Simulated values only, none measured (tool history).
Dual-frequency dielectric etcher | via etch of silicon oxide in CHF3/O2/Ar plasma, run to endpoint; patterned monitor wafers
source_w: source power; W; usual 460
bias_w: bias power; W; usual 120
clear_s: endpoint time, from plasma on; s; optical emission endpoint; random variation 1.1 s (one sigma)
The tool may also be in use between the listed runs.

| run | day | source_w | bias_w | incoming incoming film thickness, nm | clear_s |
|---|---|---|---|---|---|
| 1 | 0.000 | 460 | 103 | 550.4 | 393.6 |
| 2 | 0.688 | 460 | 120 | 550.3 | 363.5 |
| 3 | 0.975 | 460 | 120 | 546.6 | 361.1 |
| 4 | 1.488 | 400 | 120 | 545.0 | 377.3 |
| 5 | 1.979 | 460 | 120 | 550.6 | 367.3 |
| 6 | 2.579 | 380 | 120 | 546.3 | 386.8 |
| 7 | 2.971 | 390 | 120 | 554.4 | 387.9 |
| 8 | 3.308 | 390 | 120 | 544.6 | 383.0 |
| 9 | 3.992 | 390 | 120 | 548.7 | 384.2 |
|  | 5.496 | bias power generator calibrated |
| 10 | 6.079 | 460 | 120 | 548.3 | 368.2 |
| 11 | 6.642 | 460 | 120 | 551.4 | 369.3 |
| 12 | 6.896 | 460 | 120 | 550.1 | 369.9 |
| 13 | 7.554 | 460 | 120 | 550.8 | 373.3 |
| 14 | 7.838 | 460 | 120 | 545.2 | 367.1 |
|  | 9.046 | wet clean of the chamber |
| 15 | 9.067 | 460 | 120 | 548.2 | 350.8 |
| 16 | 9.150 | 370 | 120 | 551.7 | 379.5 |
|  | 10.592 | upper electrode replaced |
| 17 | 10.612 | 460 | 120 | 547.1 | 352.2 |
| 18 | 10.629 | 460 | 120 | 552.5 | 355.4 |
| 19 | 10.904 | 430 | 105 | 555.6 | 390.9 |

Run 20 comes next. What will it give?
| 20 | 11.292 | 460 | 93 | 547.4 | ? |

Run 20 gave clear_s 397.0 s.
Without the tool's hidden state the same run would have given clear_s 396.3 s.
